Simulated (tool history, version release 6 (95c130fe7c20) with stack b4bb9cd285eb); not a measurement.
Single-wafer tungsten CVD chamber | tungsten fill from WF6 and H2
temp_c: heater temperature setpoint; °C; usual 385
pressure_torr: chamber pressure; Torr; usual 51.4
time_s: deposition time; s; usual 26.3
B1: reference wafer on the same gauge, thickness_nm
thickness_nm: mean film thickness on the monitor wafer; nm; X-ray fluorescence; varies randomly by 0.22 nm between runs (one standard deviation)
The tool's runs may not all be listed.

run 1 hour=0.0 | temp_c=385 pressure_torr=51.4 time_s=26.3 | B1=75.985 | thickness_nm=77.888
run 2 hour=69.6 | temp_c=385 pressure_torr=51.4 time_s=26.3 | B1=75.974 | thickness_nm=77.813
run 3 hour=84.9 | temp_c=385 pressure_torr=51.4 time_s=26.3 | B1=76.007 | thickness_nm=78.196
run 4 hour=111.5 | temp_c=385 pressure_torr=51.4 time_s=26.3 | B1=76.056 | thickness_nm=78.580
run 5 hour=144.2 | temp_c=385 pressure_torr=51.4 time_s=26.3 | B1=75.965 | thickness_nm=78.660
run 6 hour=165.9 | temp_c=385 pressure_torr=51.4 time_s=26.3 | B1=76.018 | thickness_nm=78.804
run 7 hour=184.1 | temp_c=385 pressure_torr=51.4 time_s=26.3 | B1=75.967 | thickness_nm=78.542
run 8 hour=204.5 | temp_c=385 pressure_torr=51.4 time_s=26.3 | B1=76.037 | thickness_nm=78.346
run 9 hour=238.2 | temp_c=385 pressure_torr=51.4 time_s=26.3 | B1=75.954 | thickness_nm=79.016
-- hour=252.7 capacitance manometer re-zeroed and calibrated
run 10 hour=257.7 | temp_c=390 pressure_torr=51.4 time_s=26.3 | B1=75.934 | thickness_nm=84.440
run 11 hour=270.4 | temp_c=390 pressure_torr=51.4 time_s=26.3 | B1=76.025 | thickness_nm=85.384
-- hour=300.0 thermocouple changed; heater temperature recalibrated
run 12 hour=300.5 | temp_c=385 pressure_torr=51.4 time_s=26.3 | B1=75.986 | thickness_nm=69.819
run 13 hour=314.9 | temp_c=385 pressure_torr=51.4 time_s=26.3 | B1=75.945 | thickness_nm=69.948
run 14 hour=329.8 | temp_c=385 pressure_torr=45.2 time_s=26.3 | B1=76.027 | thickness_nm=66.572
run 15 hour=347.9 | temp_c=385 pressure_torr=45.2 time_s=26.3 | B1=76.038 | thickness_nm=66.739
run 16 hour=368.2 | temp_c=385 pressure_torr=57.6 time_s=23.3 | B1=75.966 | thickness_nm=64.557
run 17 hour=388.4 | temp_c=385 pressure_torr=51.4 time_s=26.3 | B1=76.036 | thickness_nm=69.820
run 18 hour=411.4 | temp_c=385 pressure_torr=56.7 time_s=30.5 | B1=76.097 | thickness_nm=84.695
run 19 hour=423.8 | temp_c=385 pressure_torr=51.4 time_s=23.8 | B1=76.027 | thickness_nm=63.365
run 20 hour=523.9 | temp_c=372 pressure_torr=42.9 time_s=27.8 | B1=75.994 | thickness_nm=51.417
-- hour=532.4 gauge calibrated
run 21 hour=546.6 | temp_c=385 pressure_torr=51.4 time_s=26.3 | B1=75.930 | thickness_nm=70.322
run 22 hour=580.8 | temp_c=396 pressure_torr=57.3 time_s=23.5 | B1=76.044 | thickness_nm=83.400
run 23 hour=603.3 | temp_c=385 pressure_torr=51.4 time_s=26.3 | B1=75.994 | thickness_nm=70.972
-- hour=659.4 showerhead replaced
run 24 hour=682.4 | temp_c=373 pressure_torr=51.4 time_s=29.3 | B1=76.036 | thickness_nm=60.006
run 25 hour=703.8 | temp_c=385 pressure_torr=63.4 time_s=29.6 | B1=75.987 | thickness_nm=86.998
run 26 hour=723.0 | temp_c=385 pressure_torr=51.4 time_s=26.3 | B1=76.040 | thickness_nm=70.920
run 27 hour=746.3 | temp_c=379 pressure_torr=51.4 time_s=26.3 | B1=75.992 | thickness_nm=61.764
run 28 hour=762.4 | temp_c=373 pressure_torr=54.7 time_s=30.4 | B1=76.033 | thickness_nm=63.924
run 29 hour=775.3 | temp_c=396 pressure_torr=43.1 time_s=29.6 | B1=76.084 | thickness_nm=95.519
run 30 hour=792.3 | temp_c=377 pressure_torr=41.6 time_s=24.2 | B1=75.959 | thickness_nm=50.637
run 31 hour=816.8 | temp_c=385 pressure_torr=51.4 time_s=31.5 | B1=76.002 | thickness_nm=85.481
run 32 hour=829.4 | temp_c=385 pressure_torr=42.2 time_s=23.3 | B1=75.991 | thickness_nm=58.792
run 33 hour=851.2 | temp_c=397 pressure_torr=45.0 time_s=24.2 | B1=76.009 | thickness_nm=80.894
run 34 hour=866.8 | temp_c=392 pressure_torr=56.1 time_s=21.5 | B1=75.913 | thickness_nm=70.781
run 35 hour=887.0 | temp_c=377 pressure_torr=46.3 time_s=22.5 | B1=76.013 | thickness_nm=49.046

Branching from run 35: 3 alternative next runs. What would each branch give?
run A hour=887.4 | temp_c=381 pressure_torr=51.4 time_s=26.3 | B1=? | thickness_nm=?
run B hour=887.4 | temp_c=385 pressure_torr=51.4 time_s=29.6 | B1=? | thickness_nm=?
run C hour=887.4 | temp_c=395 pressure_torr=56.5 time_s=26.3 | B1=? | thickness_nm=?

run=A B1=76.003 thickness_nm=65.346
run=B B1=76.003 thickness_nm=80.476
run=C B1=76.003 thickness_nm=91.976
Without the tool's unlogged condition, the same runs would have read:
run=A thickness_nm=63.918
run=B thickness_nm=78.736
run=C thickness_nm=90.073
